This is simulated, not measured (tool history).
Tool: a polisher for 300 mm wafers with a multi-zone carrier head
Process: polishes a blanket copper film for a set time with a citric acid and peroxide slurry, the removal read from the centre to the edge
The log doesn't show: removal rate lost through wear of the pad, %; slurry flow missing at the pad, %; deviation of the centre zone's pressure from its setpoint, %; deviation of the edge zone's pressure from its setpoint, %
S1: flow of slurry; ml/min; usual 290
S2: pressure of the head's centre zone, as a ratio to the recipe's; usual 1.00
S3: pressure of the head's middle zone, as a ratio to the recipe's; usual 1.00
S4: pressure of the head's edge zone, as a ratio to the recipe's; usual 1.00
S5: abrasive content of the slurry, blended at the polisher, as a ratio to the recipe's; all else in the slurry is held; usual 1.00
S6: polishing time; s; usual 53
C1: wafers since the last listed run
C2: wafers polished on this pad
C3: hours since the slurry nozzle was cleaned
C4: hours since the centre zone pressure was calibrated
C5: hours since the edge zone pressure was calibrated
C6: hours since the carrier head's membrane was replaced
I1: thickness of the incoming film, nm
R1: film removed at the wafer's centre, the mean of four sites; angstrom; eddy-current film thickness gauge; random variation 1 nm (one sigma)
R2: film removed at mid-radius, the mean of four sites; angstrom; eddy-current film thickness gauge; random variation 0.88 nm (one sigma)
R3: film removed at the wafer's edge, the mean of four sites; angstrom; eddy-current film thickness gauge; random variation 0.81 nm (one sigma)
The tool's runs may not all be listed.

run	hour	S1	S2	S3	S4	S5	S6	C1	C2	C3	C4	C5	C6	I1	R1	R2	R3
1	0.0	290	1.00	1.00	1.00	1.00	53	0	541	445.9	1413.0	977.0	700.1	1111.9	1064	1076	1067
2	7.1	360	1.00	1.00	1.00	1.00	53	82	623	453.0	1420.1	984.1	707.2	1106.7	1098	1087	1088
3	13.5	360	1.00	1.00	1.00	1.00	53	74	697	459.4	1426.5	990.5	713.6	1125.1	1091	1091	1067
4	21.1	290	1.00	1.00	1.00	1.00	53	88	785	467.0	1434.1	998.1	721.2	1105.8	1066	1075	1068
5	27.2	290	1.00	1.00	1.00	1.00	61	70	856	473.1	1440.2	1004.2	727.3	1130.0	1197	1237	1224
# hour 31.7: worn pad replaced by a new one
6	40.3	290	1.00	1.00	1.00	1.00	61	105	100	486.2	1453.3	1017.3	740.4	1109.1	1214	1220	1216
7	56.3	290	1.00	1.00	1.00	1.00	53	185	285	502.2	1469.3	1033.3	756.4	1108.9	1053	1061	1048
# hour 66.6: edge zone pressure recalibrated
8	67.1	290	1.00	1.00	1.00	1.00	53	102	387	513.0	1480.1	0.5	767.2	1107.8	1063	1063	1046
9	81.4	290	1.00	1.00	1.11	1.00	43	165	553	527.3	1494.4	14.8	781.5	1115.5	856	849	906
# hour 84.2: slurry nozzle cleaned
# hour 86.4: carrier head's membrane replaced by a new one
# hour 89.6: centre zone pressure recalibrated
10	92.3	385	1.11	1.00	1.00	1.20	53	65	619	8.1	2.7	25.7	5.9	1105.6	1333	1189	1158
11	100.3	290	1.00	1.00	1.10	1.00	37	92	712	16.1	10.7	33.7	13.9	1110.3	793	776	814
# hour 111.3: worn pad replaced by a new one
12	118.3	290	1.00	1.00	1.07	1.00	37	162	81	34.1	28.7	51.7	31.9	1116.3	770	779	794
13	126.1	370	1.12	1.00	0.96	1.00	66	90	171	41.9	36.5	59.5	39.7	1123.1	1591	1403	1366
14	133.8	290	0.93	1.04	1.00	1.25	53	89	261	49.6	44.2	67.2	47.4	1098.9	1089	1218	1148
15	143.8	290	1.00	1.00	1.00	1.00	53	116	377	59.6	54.2	77.2	57.4	1110.6	1113	1127	1105
16	161.5	365	1.00	1.00	1.00	0.75	53	205	582	77.3	71.9	94.9	75.1	1101.1	1091	1077	1050
17	174.5	290	1.00	1.11	1.00	1.00	53	150	733	90.3	84.9	107.9	88.1	1106.9	1127	1191	1116
18	185.0	290	1.00	1.00	1.00	1.00	53	121	855	100.8	95.4	118.4	98.6	1109.6	1139	1117	1103
# hour 189.8: worn pad replaced by a new one
19	198.2	290	1.00	1.00	1.11	0.85	53	106	97	114.0	108.6	131.6	111.8	1131.8	1105	1085	1128
20	207.7	290	1.00	0.95	1.00	1.00	53	110	207	123.5	118.1	141.1	121.3	1111.4	1094	1098	1090

Run 21 comes next. What will it give?
21	224.8	290	1.00	1.00	1.00	1.00	53	198	406	140.6	135.2	158.2	138.4	1108.8	?	?	?

{"run 21": {"R1": 1107, "R2": 1117, "R3": 1106}}
Without the tool's hidden state the same run would have given R1 1113 angstrom, R2 1122 angstrom, R3 1110 angstrom.

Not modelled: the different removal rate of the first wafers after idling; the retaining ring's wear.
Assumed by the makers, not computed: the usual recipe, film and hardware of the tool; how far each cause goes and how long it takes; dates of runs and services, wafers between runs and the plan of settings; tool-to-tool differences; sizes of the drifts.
